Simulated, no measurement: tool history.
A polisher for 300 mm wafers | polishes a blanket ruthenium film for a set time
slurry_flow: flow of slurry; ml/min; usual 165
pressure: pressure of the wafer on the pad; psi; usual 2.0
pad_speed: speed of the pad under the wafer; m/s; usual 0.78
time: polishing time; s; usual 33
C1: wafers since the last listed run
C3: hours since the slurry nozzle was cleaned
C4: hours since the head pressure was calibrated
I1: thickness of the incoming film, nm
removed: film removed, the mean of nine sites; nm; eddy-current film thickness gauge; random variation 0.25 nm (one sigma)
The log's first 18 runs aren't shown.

{"day": 10.538, "done": "worn pad replaced by a new one, of another model than before"}
{"run": 19, "day": 10.704, "slurry_flow": 165, "pressure": 1.6, "pad_speed": 1.04, "time": 33, "C1": 77, "wafers polished on this pad": 40, "C3": 41.0, "C4": 76.0, "I1": 591.6, "removed": 35.0}
{"run": 20, "day": 11.192, "slurry_flow": 150, "pressure": 2.0, "pad_speed": 0.98, "time": 33, "C1": 118, "wafers polished on this pad": 158, "C3": 52.7, "C4": 87.7, "I1": 590.9, "removed": 37.4}
{"run": 21, "day": 11.575, "slurry_flow": 190, "pressure": 1.6, "pad_speed": 0.78, "time": 33, "C1": 93, "wafers polished on this pad": 252, "C3": 61.9, "C4": 96.9, "I1": 598.4, "removed": 30.2}
{"run": 22, "day": 12.271, "slurry_flow": 165, "pressure": 2.0, "pad_speed": 0.66, "time": 33, "C1": 169, "wafers polished on this pad": 421, "C3": 78.6, "C4": 113.6, "I1": 597.4, "removed": 30.3}
{"run": 23, "day": 12.9, "slurry_flow": 165, "pressure": 1.3, "pad_speed": 0.78, "time": 33, "C1": 153, "wafers polished on this pad": 574, "C3": 93.7, "C4": 128.7, "I1": 608.4, "removed": 26.6}
{"run": 24, "day": 13.192, "slurry_flow": 165, "pressure": 2.0, "pad_speed": 0.78, "time": 33, "C1": 70, "wafers polished on this pad": 645, "C3": 100.7, "C4": 135.7, "I1": 603.9, "removed": 33.2}
{"run": 25, "day": 13.829, "slurry_flow": 130, "pressure": 1.8, "pad_speed": 0.78, "time": 33, "C1": 155, "wafers polished on this pad": 800, "C3": 116.0, "C4": 151.0, "I1": 601.4, "removed": 28.8}
{"run": 26, "day": 14.183, "slurry_flow": 165, "pressure": 2.0, "pad_speed": 0.58, "time": 29, "C1": 86, "wafers polished on this pad": 886, "C3": 124.5, "C4": 159.5, "I1": 599.3, "removed": 24.5}
{"run": 27, "day": 14.65, "slurry_flow": 165, "pressure": 1.6, "pad_speed": 0.92, "time": 41, "C1": 113, "wafers polished on this pad": 1000, "C3": 135.7, "C4": 170.7, "I1": 587.1, "removed": 40.2}
{"day": 15.017, "done": "worn pad replaced by a new one"}
{"run": 28, "day": 16.162, "slurry_flow": 165, "pressure": 2.0, "pad_speed": 0.78, "time": 33, "C1": 327, "wafers polished on this pad": 278, "C3": 172.0, "C4": 207.0, "I1": 599.7, "removed": 31.9}
{"run": 29, "day": 16.5, "slurry_flow": 165, "pressure": 1.6, "pad_speed": 0.78, "time": 33, "C1": 82, "wafers polished on this pad": 360, "C3": 180.1, "C4": 215.1, "I1": 604.7, "removed": 28.7}
{"run": 30, "day": 16.925, "slurry_flow": 165, "pressure": 2.0, "pad_speed": 0.78, "time": 33, "C1": 103, "wafers polished on this pad": 463, "C3": 190.3, "C4": 225.3, "I1": 600.1, "removed": 32.5}
{"run": 31, "day": 18.192, "slurry_flow": 165, "pressure": 2.0, "pad_speed": 0.96, "time": 33, "C1": 308, "wafers polished on this pad": 772, "C3": 220.7, "C4": 255.7, "I1": 599.9, "removed": 36.4}
{"run": 32, "day": 18.783, "slurry_flow": 125, "pressure": 2.0, "pad_speed": 0.78, "time": 33, "C1": 143, "wafers polished on this pad": 915, "C3": 234.9, "C4": 269.9, "I1": 603.2, "removed": 28.8}
{"run": 33, "day": 19.096, "slurry_flow": 165, "pressure": 2.0, "pad_speed": 0.62, "time": 22, "C1": 76, "wafers polished on this pad": 991, "C3": 242.4, "C4": 277.4, "I1": 603.7, "removed": 18.4}
{"day": 19.429, "done": "worn pad replaced by a new one"}
{"run": 34, "day": 19.662, "slurry_flow": 145, "pressure": 1.7, "pad_speed": 0.56, "time": 22, "C1": 97, "wafers polished on this pad": 56, "C3": 256.0, "C4": 291.0, "I1": 597.2, "removed": 15.3}
{"run": 35, "day": 20.121, "slurry_flow": 120, "pressure": 2.0, "pad_speed": 0.68, "time": 33, "C1": 111, "wafers polished on this pad": 167, "C3": 267.0, "C4": 302.0, "I1": 604.7, "removed": 25.6}
{"run": 36, "day": 20.729, "slurry_flow": 215, "pressure": 2.0, "pad_speed": 0.78, "time": 33, "C1": 147, "wafers polished on this pad": 315, "C3": 281.6, "C4": 316.6, "I1": 604.0, "removed": 33.3}

5 ways to go on from here, each from the tool as it stands after run 36. What would each give?
{"run": "A", "day": 20.746, "slurry_flow": 165, "pressure": 2.0, "pad_speed": 0.78, "time": 33, "C1": 4, "wafers polished on this pad": 320, "C3": 282.0, "C4": 317.0, "I1": 590.4, "removed": "?"}
{"run": "B", "day": 20.746, "slurry_flow": 110, "pressure": 2.0, "pad_speed": 0.7, "time": 21, "C1": 4, "wafers polished on this pad": 320, "C3": 282.0, "C4": 317.0, "I1": 590.4, "removed": "?"}
{"run": "C", "day": 20.746, "slurry_flow": 165, "pressure": 2.0, "pad_speed": 0.78, "time": 42, "C1": 4, "wafers polished on this pad": 320, "C3": 282.0, "C4": 317.0, "I1": 590.4, "removed": "?"}
{"run": "D", "day": 20.746, "slurry_flow": 135, "pressure": 1.6, "pad_speed": 0.78, "time": 33, "C1": 4, "wafers polished on this pad": 320, "C3": 282.0, "C4": 317.0, "I1": 590.4, "removed": "?"}
{"run": "E", "day": 20.746, "slurry_flow": 120, "pressure": 2.0, "pad_speed": 1.04, "time": 22, "C1": 4, "wafers polished on this pad": 320, "C3": 282.0, "C4": 317.0, "I1": 590.4, "removed": "?"}

run=A removed=31.3
run=B removed=15.7
run=C removed=39.8
run=D removed=25.8
run=E removed=22.0
Without the tool's hidden state the same runs would have given:
run=A removed=34.1
run=B removed=18.1
run=C removed=43.4
run=D removed=28.8
run=E removed=25.1
